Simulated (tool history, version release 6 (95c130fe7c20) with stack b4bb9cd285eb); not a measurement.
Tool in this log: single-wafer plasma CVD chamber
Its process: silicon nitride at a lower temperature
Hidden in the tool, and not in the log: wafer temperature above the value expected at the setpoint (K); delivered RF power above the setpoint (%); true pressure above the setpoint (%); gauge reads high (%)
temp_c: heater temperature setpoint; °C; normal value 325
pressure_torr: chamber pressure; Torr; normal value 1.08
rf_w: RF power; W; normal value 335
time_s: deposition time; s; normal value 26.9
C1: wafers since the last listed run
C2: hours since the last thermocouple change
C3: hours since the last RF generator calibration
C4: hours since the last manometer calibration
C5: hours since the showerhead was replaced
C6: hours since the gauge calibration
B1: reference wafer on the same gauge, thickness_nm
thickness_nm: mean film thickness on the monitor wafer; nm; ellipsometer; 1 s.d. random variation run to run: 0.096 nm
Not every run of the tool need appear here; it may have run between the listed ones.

run 1 hour=0.0 | temp_c=325 pressure_torr=1.08 rf_w=335 time_s=30.0 | C1=0 C2=1491.7 C3=2247.0 C4=2201.1 C5=4837.8 C6=62.1 | B1=25.925 | thickness_nm=31.229
run 2 hour=15.7 | temp_c=325 pressure_torr=1.08 rf_w=335 time_s=30.0 | C1=330 C2=1507.4 C3=2262.7 C4=2216.8 C5=4853.5 C6=77.8 | B1=25.913 | thickness_nm=31.265
run 3 hour=33.2 | temp_c=325 pressure_torr=1.01 rf_w=335 time_s=26.9 | C1=368 C2=1524.9 C3=2280.2 C4=2234.3 C5=4871.0 C6=95.3 | B1=25.894 | thickness_nm=27.496
run 4 hour=40.4 | temp_c=325 pressure_torr=1.01 rf_w=335 time_s=26.9 | C1=151 C2=1532.1 C3=2287.4 C4=2241.5 C5=4878.2 C6=102.5 | B1=25.894 | thickness_nm=27.472
run 5 hour=48.2 | temp_c=325 pressure_torr=1.01 rf_w=335 time_s=26.9 | C1=164 C2=1539.9 C3=2295.2 C4=2249.3 C5=4886.0 C6=110.3 | B1=25.888 | thickness_nm=27.327
run 6 hour=65.0 | temp_c=325 pressure_torr=1.08 rf_w=335 time_s=26.9 | C1=353 C2=1556.7 C3=2312.0 C4=2266.1 C5=4902.8 C6=127.1 | B1=25.895 | thickness_nm=28.082
-- hour=78.5 capacitance manometer re-zeroed and calibrated
run 7 hour=79.0 | temp_c=325 pressure_torr=1.08 rf_w=335 time_s=26.9 | C1=126 C2=1570.7 C3=2326.0 C4=0.5 C5=4916.8 C6=141.1 | B1=25.902 | thickness_nm=28.013
run 8 hour=81.9 | temp_c=325 pressure_torr=1.08 rf_w=335 time_s=26.9 | C1=61 C2=1573.6 C3=2328.9 C4=3.4 C5=4919.7 C6=144.0 | B1=25.883 | thickness_nm=28.131
-- hour=98.3 RF generator calibrated
run 9 hour=98.8 | temp_c=334 pressure_torr=1.08 rf_w=335 time_s=26.9 | C1=187 C2=1590.5 C3=0.5 C4=20.3 C5=4936.6 C6=160.9 | B1=25.893 | thickness_nm=26.735
run 10 hour=109.6 | temp_c=334 pressure_torr=1.08 rf_w=335 time_s=26.9 | C1=227 C2=1601.3 C3=11.3 C4=31.1 C5=4947.4 C6=171.7 | B1=25.898 | thickness_nm=26.631
run 11 hour=124.7 | temp_c=334 pressure_torr=1.08 rf_w=335 time_s=26.9 | C1=317 C2=1616.4 C3=26.4 C4=46.2 C5=4962.5 C6=186.8 | B1=25.914 | thickness_nm=26.737
run 12 hour=138.8 | temp_c=325 pressure_torr=1.08 rf_w=395 time_s=26.9 | C1=296 C2=1630.5 C3=40.5 C4=60.3 C5=4976.6 C6=200.9 | B1=25.885 | thickness_nm=31.641
-- hour=162.9 thermocouple changed; heater temperature recalibrated
-- hour=166.8 RF generator calibrated, repeated, since the last time left the tool worse
run 13 hour=167.3 | temp_c=331 pressure_torr=1.08 rf_w=395 time_s=30.3 | C1=349 C2=4.4 C3=0.5 C4=88.8 C5=5005.1 C6=229.4 | B1=25.909 | thickness_nm=38.796
run 14 hour=167.6 | temp_c=332 pressure_torr=1.35 rf_w=280 time_s=24.8 | C1=6 C2=4.7 C3=0.8 C4=89.1 C5=5005.4 C6=229.7 | B1=25.924 | thickness_nm=24.243
-- hour=196.9 showerhead replaced
-- hour=204.1 gauge calibrated
run 15 hour=216.4 | temp_c=337 pressure_torr=1.08 rf_w=270 time_s=26.9 | C1=858 C2=53.5 C3=49.6 C4=137.9 C5=19.5 C6=12.3 | B1=25.912 | thickness_nm=23.325
run 16 hour=227.5 | temp_c=325 pressure_torr=1.20 rf_w=390 time_s=26.9 | C1=233 C2=64.6 C3=60.7 C4=149.0 C5=30.6 C6=23.4 | B1=25.914 | thickness_nm=35.265
run 17 hour=240.5 | temp_c=340 pressure_torr=1.08 rf_w=335 time_s=28.3 | C1=273 C2=77.6 C3=73.7 C4=162.0 C5=43.6 C6=36.4 | B1=25.875 | thickness_nm=31.155
run 18 hour=247.0 | temp_c=338 pressure_torr=1.08 rf_w=295 time_s=26.9 | C1=136 C2=84.1 C3=80.2 C4=168.5 C5=50.1 C6=42.9 | B1=25.907 | thickness_nm=26.039
run 19 hour=257.3 | temp_c=312 pressure_torr=1.28 rf_w=335 time_s=26.9 | C1=216 C2=94.4 C3=90.5 C4=178.8 C5=60.4 C6=53.2 | B1=25.910 | thickness_nm=31.453
run 20 hour=270.6 | temp_c=330 pressure_torr=1.08 rf_w=310 time_s=26.9 | C1=279 C2=107.7 C3=103.8 C4=192.1 C5=73.7 C6=66.5 | B1=25.899 | thickness_nm=27.337
run 21 hour=279.2 | temp_c=325 pressure_torr=1.08 rf_w=335 time_s=30.0 | C1=181 C2=116.3 C3=112.4 C4=200.7 C5=82.3 C6=75.1 | B1=25.922 | thickness_nm=33.105
run 22 hour=290.4 | temp_c=325 pressure_torr=1.08 rf_w=335 time_s=26.9 | C1=235 C2=127.5 C3=123.6 C4=211.9 C5=93.5 C6=86.3 | B1=25.896 | thickness_nm=29.665
run 23 hour=307.1 | temp_c=325 pressure_torr=1.08 rf_w=335 time_s=26.9 | C1=351 C2=144.2 C3=140.3 C4=228.6 C5=110.2 C6=103.0 | B1=25.911 | thickness_nm=29.603
run 24 hour=323.6 | temp_c=315 pressure_torr=1.08 rf_w=290 time_s=26.9 | C1=347 C2=160.7 C3=156.8 C4=245.1 C5=126.7 C6=119.5 | B1=25.885 | thickness_nm=25.650
run 25 hour=331.3 | temp_c=325 pressure_torr=1.16 rf_w=310 time_s=26.9 | C1=162 C2=168.4 C3=164.5 C4=252.8 C5=134.4 C6=127.2 | B1=25.920 | thickness_nm=28.022
run 26 hour=341.9 | temp_c=325 pressure_torr=1.08 rf_w=335 time_s=26.9 | C1=223 C2=179.0 C3=175.1 C4=263.4 C5=145.0 C6=137.8 | B1=25.912 | thickness_nm=29.538
run 27 hour=359.2 | temp_c=315 pressure_torr=0.95 rf_w=270 time_s=31.1 | C1=364 C2=196.3 C3=192.4 C4=280.7 C5=162.3 C6=155.1 | B1=25.909 | thickness_nm=25.903

Consider 5 possible next runs. They are alternatives, not a sequence: every one starts from the tool as it was left by run 27. What does each give?
run A hour=359.6 | temp_c=325 pressure_torr=1.08 rf_w=310 time_s=26.9 | C1=8 C2=196.7 C3=192.8 C4=281.1 C5=162.7 C6=155.5 | B1=? | thickness_nm=?
run B hour=359.6 | temp_c=338 pressure_torr=1.08 rf_w=335 time_s=21.8 | C1=8 C2=196.7 C3=192.8 C4=281.1 C5=162.7 C6=155.5 | B1=? | thickness_nm=?
run C hour=359.6 | temp_c=325 pressure_torr=1.08 rf_w=310 time_s=24.2 | C1=8 C2=196.7 C3=192.8 C4=281.1 C5=162.7 C6=155.5 | B1=? | thickness_nm=?
run D hour=359.6 | temp_c=320 pressure_torr=1.08 rf_w=335 time_s=26.9 | C1=8 C2=196.7 C3=192.8 C4=281.1 C5=162.7 C6=155.5 | B1=? | thickness_nm=?
run E hour=359.6 | temp_c=325 pressure_torr=1.08 rf_w=280 time_s=28.6 | C1=8 C2=196.7 C3=192.8 C4=281.1 C5=162.7 C6=155.5 | B1=? | thickness_nm=?

run=A B1=25.893 thickness_nm=27.238
run=B B1=25.893 thickness_nm=23.790
run=C B1=25.893 thickness_nm=24.510
run=D B1=25.893 thickness_nm=29.555
run=E B1=25.893 thickness_nm=25.817
Without the tool's hidden state the same runs would have given:
run=A thickness_nm=27.655
run=B thickness_nm=24.134
run=C thickness_nm=24.885
run=D thickness_nm=29.983
run=E thickness_nm=26.226
